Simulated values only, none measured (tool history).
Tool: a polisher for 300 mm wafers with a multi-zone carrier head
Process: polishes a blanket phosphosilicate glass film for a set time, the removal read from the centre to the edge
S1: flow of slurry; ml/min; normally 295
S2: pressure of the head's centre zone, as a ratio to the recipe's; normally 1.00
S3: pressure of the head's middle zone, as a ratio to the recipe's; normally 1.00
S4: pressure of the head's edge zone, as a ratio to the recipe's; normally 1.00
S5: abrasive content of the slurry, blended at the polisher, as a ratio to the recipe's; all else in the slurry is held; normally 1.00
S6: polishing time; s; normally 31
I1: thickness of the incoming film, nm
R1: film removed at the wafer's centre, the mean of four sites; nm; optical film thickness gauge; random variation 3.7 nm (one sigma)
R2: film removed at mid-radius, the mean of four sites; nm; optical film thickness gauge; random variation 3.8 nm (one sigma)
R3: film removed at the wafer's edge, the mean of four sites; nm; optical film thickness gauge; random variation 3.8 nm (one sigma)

| run | hour | S1 | S2 | S3 | S4 | S5 | S6 | I1 | R1 | R2 | R3 |
|---|---|---|---|---|---|---|---|---|---|---|---|
| 1 | 0.0 | 295 | 1.00 | 1.00 | 1.00 | 0.95 | 31 | 3255.4 | 243.8 | 238.1 | 242.7 |
| 2 | 69.6 | 295 | 1.00 | 1.00 | 1.00 | 0.95 | 31 | 3340.4 | 225.8 | 238.2 | 225.5 |
|  | 102.6 | worn pad replaced by a new one |
| 3 | 103.1 | 295 | 1.00 | 1.00 | 1.00 | 0.95 | 31 | 3293.3 | 248.8 | 249.8 | 241.4 |
| 4 | 133.8 | 295 | 1.08 | 1.00 | 1.00 | 1.00 | 31 | 3294.9 | 260.8 | 259.0 | 259.5 |
| 5 | 162.3 | 295 | 1.00 | 1.00 | 1.00 | 1.00 | 25 | 3355.2 | 195.7 | 204.5 | 203.2 |
| 6 | 224.9 | 295 | 1.00 | 1.00 | 1.00 | 1.00 | 25 | 3284.4 | 200.8 | 198.9 | 201.1 |
|  | 284.3 | worn pad replaced by a new one |
| 7 | 284.8 | 295 | 1.00 | 1.00 | 1.00 | 1.00 | 25 | 3246.7 | 172.2 | 180.3 | 174.1 |
| 8 | 325.7 | 295 | 1.00 | 0.93 | 1.00 | 1.00 | 31 | 3311.5 | 217.3 | 213.0 | 214.1 |
| 9 | 355.6 | 295 | 1.00 | 0.93 | 1.00 | 1.00 | 31 | 3255.8 | 211.8 | 201.6 | 216.0 |
|  | 380.1 | carrier head's membrane replaced by a new one |
|  | 415.0 | worn pad replaced by a new one, repeated, since the last time left the tool worse |
| 10 | 425.2 | 295 | 1.00 | 0.91 | 0.93 | 1.00 | 26 | 3259.7 | 213.1 | 203.2 | 210.5 |
| 11 | 490.7 | 360 | 1.00 | 1.00 | 0.96 | 1.00 | 31 | 3339.7 | 258.2 | 261.7 | 242.7 |
|  | 497.3 | edge zone pressure recalibrated |
|  | 519.1 | centre zone pressure recalibrated |
| 12 | 519.6 | 295 | 0.89 | 1.00 | 1.00 | 1.00 | 31 | 3297.7 | 223.8 | 246.6 | 246.4 |
| 13 | 581.8 | 295 | 1.00 | 1.00 | 1.00 | 1.00 | 31 | 3318.5 | 239.8 | 244.4 | 239.9 |
|  | 587.4 | worn pad replaced by a new one |
|  | 598.2 | slurry nozzle cleaned |
| 14 | 630.6 | 200 | 1.00 | 1.00 | 1.11 | 1.00 | 31 | 3290.2 | 236.4 | 244.7 | 250.8 |
| 15 | 690.4 | 295 | 1.00 | 1.00 | 1.00 | 1.15 | 38 | 3268.5 | 324.7 | 334.4 | 332.4 |
| 16 | 725.7 | 295 | 1.00 | 1.00 | 1.00 | 1.00 | 31 | 3301.0 | 240.3 | 243.9 | 239.7 |
| 17 | 752.5 | 295 | 1.12 | 1.00 | 1.00 | 1.00 | 31 | 3263.4 | 257.4 | 243.3 | 236.0 |
|  | 807.8 | worn pad replaced by a new one |
| 18 | 815.7 | 295 | 1.05 | 1.06 | 1.00 | 0.85 | 31 | 3254.0 | 235.6 | 241.6 | 226.8 |
| 19 | 884.3 | 295 | 1.00 | 1.00 | 0.88 | 1.00 | 31 | 3339.2 | 251.9 | 257.2 | 235.1 |
| 20 | 929.9 | 295 | 1.00 | 1.00 | 1.00 | 1.00 | 31 | 3345.6 | 234.0 | 251.9 | 241.7 |

5 ways to go on from here, each from the tool as it stands after run 20. What would each give?
| A | 930.3 | 295 | 1.00 | 1.00 | 1.00 | 1.00 | 31 | 3274.4 | ? | ? | ? |
| B | 930.3 | 335 | 1.00 | 0.95 | 1.11 | 1.00 | 31 | 3274.4 | ? | ? | ? |
| C | 930.3 | 215 | 1.00 | 0.91 | 1.00 | 1.20 | 31 | 3274.4 | ? | ? | ? |
| D | 930.3 | 295 | 1.00 | 0.89 | 1.00 | 1.00 | 27 | 3274.4 | ? | ? | ? |
| E | 930.3 | 235 | 0.90 | 1.00 | 0.96 | 1.00 | 31 | 3274.4 | ? | ? | ? |

| run | R1 | R2 | R3 |
|---|---|---|---|
| A | 243.3 | 253.8 | 241.9 |
| B | 246.7 | 248.1 | 257.4 |
| C | 254.9 | 250.6 | 257.6 |
| D | 211.8 | 204.2 | 210.9 |
| E | 218.9 | 246.8 | 232.2 |
The same runs, with their run-to-run variation unchanged, on a tool lacking any hidden condition would have given:
| run | R1 | R2 | R3 |
|---|---|---|---|
| A | 253.5 | 264.4 | 252.0 |
| B | 257.1 | 258.5 | 268.2 |
| C | 265.6 | 261.1 | 268.4 |
| D | 220.7 | 212.8 | 219.8 |
| E | 228.1 | 257.1 | 241.9 |
